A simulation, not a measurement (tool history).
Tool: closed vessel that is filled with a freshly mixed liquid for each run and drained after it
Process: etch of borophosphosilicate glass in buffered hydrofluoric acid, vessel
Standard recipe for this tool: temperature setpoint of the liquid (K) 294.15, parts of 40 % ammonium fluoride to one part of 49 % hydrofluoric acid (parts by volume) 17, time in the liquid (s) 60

run,hour,temperature setpoint of the liquid (K),parts of 40 % ammonium fluoride to one part of 49 % hydrofluoric acid (parts by volume),time in the liquid (s),"read-back film thickness of the borophosphosilicate glass reference wafer, read on the same gauge (nm)",thickness taken off the borophosphosilicate glass on a monitor wafer (angstrom)
1,0,294.15,17,60,77.79,634.9
2,17,294.15,17,60,77.76,632.2
3,34.4,294.15,17,60,77.77,639
4,68.2,294.15,17,60,77.73,639.2
5,80.7,294.15,17,60,77.73,639.2
6,99.7,294.15,17,60,77.71,636.2
7,113.4,294.15,17,60,77.71,639.9
8,143.9,294.15,17,60,77.69,633.8
9,164.9,294.15,17,60,77.69,639.9
# hour 179: gauge calibrated
10,193.3,294.15,17,60,80.02,651.5
11,210.9,294.15,17,60,79.87,651.2
12,223.3,294.15,17,60,79.79,656
13,253.7,294.15,17,35,79.58,376.9
14,281.3,294.15,17,60,79.4,650.8
15,298.5,290.15,10.5,60,79.28,828
16,321.1,294.15,17,60,79.16,646.3
# hour 337.3: thermometer replaced
17,355.1,290.15,23.5,75,79,489.1
18,423.4,299.15,23.5,60,78.7,643.6
19,491.2,290.15,19,40,78.45,303.8
20,510.2,294.15,14.5,50,78.39,621.2
21,526.1,294.15,17,60,78.32,637.8
22,549.2,294.15,17,60,78.3,641.6
# hour 573.2: hydrofluoric acid flow meter replaced
23,578.3,291.15,20.5,35,78.19,264.1
24,603.8,292.15,22,35,78.14,263.2
25,634.9,297.15,10.5,85,78.07,1702.9
26,657.3,290.15,17,60,78.04,512
27,674.8,292.15,11,75,77.95,1104.4
28,749.1,299.15,12.5,85,77.82,1602.1
29,777.9,291.65,22.5,35,77.79,252.5
30,801.4,296.15,17,50,77.76,597.9

Measured less the same run without the tool's hidden state. The same run-to-run variation is in both; the gauge's scatter may not be:
Unlogged tool condition in this case: liquid colder than its thermometer reads (K); hydrofluoric acid flow above the setpoint (%); gauge reads high (%).
run,thickness taken off the borophosphosilicate glass on a monitor wafer (angstrom)
1,-18
2,-18
3,-18.4
4,-18.6
5,-18.7
6,-18.7
7,-18.9
8,-18.9
9,-19.2
10,+0.1
11,-1
12,-1.7
13,-1.9
14,-4.9
15,-7.3
16,-6.8
17,-6.2
18,-10.7
19,-6
20,-12.8
21,-13.6
22,-14.2
23,-6.1
24,-6.3
25,-42.4
26,-13.1
27,-28.7
28,-44.5
29,-7.2
30,-17.2
